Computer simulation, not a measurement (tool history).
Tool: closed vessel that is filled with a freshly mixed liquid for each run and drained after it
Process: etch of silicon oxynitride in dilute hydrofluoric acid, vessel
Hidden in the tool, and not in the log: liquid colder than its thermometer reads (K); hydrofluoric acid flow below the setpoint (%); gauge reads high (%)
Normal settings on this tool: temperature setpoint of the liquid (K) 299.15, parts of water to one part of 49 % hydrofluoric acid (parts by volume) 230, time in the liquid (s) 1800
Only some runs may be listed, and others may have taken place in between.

run	hour	temperature setpoint of the liquid (K)	parts of water to one part of 49 % hydrofluoric acid (parts by volume)	time in the liquid (s)	wafers since the last listed run	hours since the thermometer was replaced	hours since the hydrofluoric acid flow meter was replaced	hours since the gauge calibration	read-back film thickness of the silicon oxynitride reference wafer, read on the same gauge (nm)	thickness taken off the silicon oxynitride on a monitor wafer (nm)
1	0	299.15	230	1800	0	1036.8	543.4	486.1	80.89	15.8
2	20.6	299.15	165	2130	599	1057.4	564	506.7	80.99	27.64
3	35.8	299.15	230	1800	442	1072.6	579.2	521.9	81.04	15.88
# hour 43.3: hydrofluoric acid flow meter replaced
4	56.8	299.15	230	1800	582	1093.6	13.5	542.9	81.13	15.85
5	83.1	299.15	230	1800	765	1119.9	39.8	569.2	81.23	16.01
6	103.2	295.15	230	1800	585	1140	59.9	589.3	81.36	13.27
7	122.1	295.15	230	1800	550	1158.9	78.8	608.2	81.37	13.29
8	141	295.15	230	1800	550	1177.8	97.7	627.1	81.49	13.19
9	168.7	299.15	230	2600	806	1205.5	125.4	654.8	81.65	22.59
10	188.3	299.15	230	1800	570	1225.1	145	674.4	81.72	15.73
11	220.2	299.15	230	1800	928	1257	176.9	706.3	81.87	15.79
12	251.8	299.15	260	1800	919	1288.6	208.5	737.9	82.04	13.75
13	267	299.15	260	1800	442	1303.8	223.7	753.1	82.13	13.73
14	289.9	299.15	260	1800	666	1326.7	246.6	776	82.27	13.82
15	316.4	299.15	230	1800	771	1353.2	273.1	802.5	82.4	16.12
16	346.8	299.15	230	1800	884	1383.6	303.5	832.9	82.57	16.01
17	426.8	304.15	145	2215	2328	1463.6	383.5	912.9	83.11	42.18
18	461.5	299.15	230	2445	1009	1498.3	418.2	947.6	83.33	21.94
19	480.6	303.15	145	1800	555	1517.4	437.3	966.7	83.45	32.78
# hour 502.6: gauge calibrated
20	513.4	303.65	230	1800	954	1550.2	470.1	10.8	79.96	18.86
21	529	299.15	230	865	454	1565.8	485.7	26.4	79.99	7.59
# hour 541.6: thermometer replaced
22	556.3	299.15	230	1800	765	14.7	513	53.7	79.99	15.46
# hour 589.8: hydrofluoric acid flow meter replaced
23	590.3	299.15	230	1800	960	48.7	0.5	87.7	80.02	15.49
24	609.8	294.15	230	1065	567	68.2	20	107.2	80.05	7.27
25	637.3	299.15	230	1800	800	95.7	47.5	134.7	80.07	15.46
26	667.6	297.15	285	1090	881	126	77.8	165	80.07	6.71
27	702.2	301.65	180	2815	1007	160.6	112.4	199.6	80.12	36.2
28	728.3	301.65	115	1800	759	186.7	138.5	225.7	80.18	39.04
29	740.5	299.15	230	1800	355	198.9	150.7	237.9	80.15	15.54
30	775.2	304.15	230	2340	1009	233.6	185.4	272.6	80.24	24.98
31	796.5	299.15	230	1800	619	254.9	206.7	293.9	80.29	15.73
32	820.8	299.15	230	1800	707	279.2	231	318.2	80.37	15.82
33	839.6	302.15	130	2275	547	298	249.8	337	80.37	43.18
34	856.2	295.15	290	1210	483	314.6	266.4	353.6	80.43	6.77

What if the next run were any one of these 3? Each begins from the tool's condition after run 34:
A	857.3	299.15	230	2180	32	315.7	267.5	354.7	?	?
B	857.3	303.15	230	1490	32	315.7	267.5	354.7	?	?
C	857.3	301.15	130	2320	32	315.7	267.5	354.7	?	?

run	read-back film thickness of the silicon oxynitride reference wafer, read on the same gauge (nm)	thickness taken off the silicon oxynitride on a monitor wafer (nm)
A	80.44	18.87
B	80.44	15.26
C	80.44	42.2
Had the tool no hidden state, the same runs would have come out as:
run	thickness taken off the silicon oxynitride on a monitor wafer (nm)
A	18.77
B	15.17
C	41.96

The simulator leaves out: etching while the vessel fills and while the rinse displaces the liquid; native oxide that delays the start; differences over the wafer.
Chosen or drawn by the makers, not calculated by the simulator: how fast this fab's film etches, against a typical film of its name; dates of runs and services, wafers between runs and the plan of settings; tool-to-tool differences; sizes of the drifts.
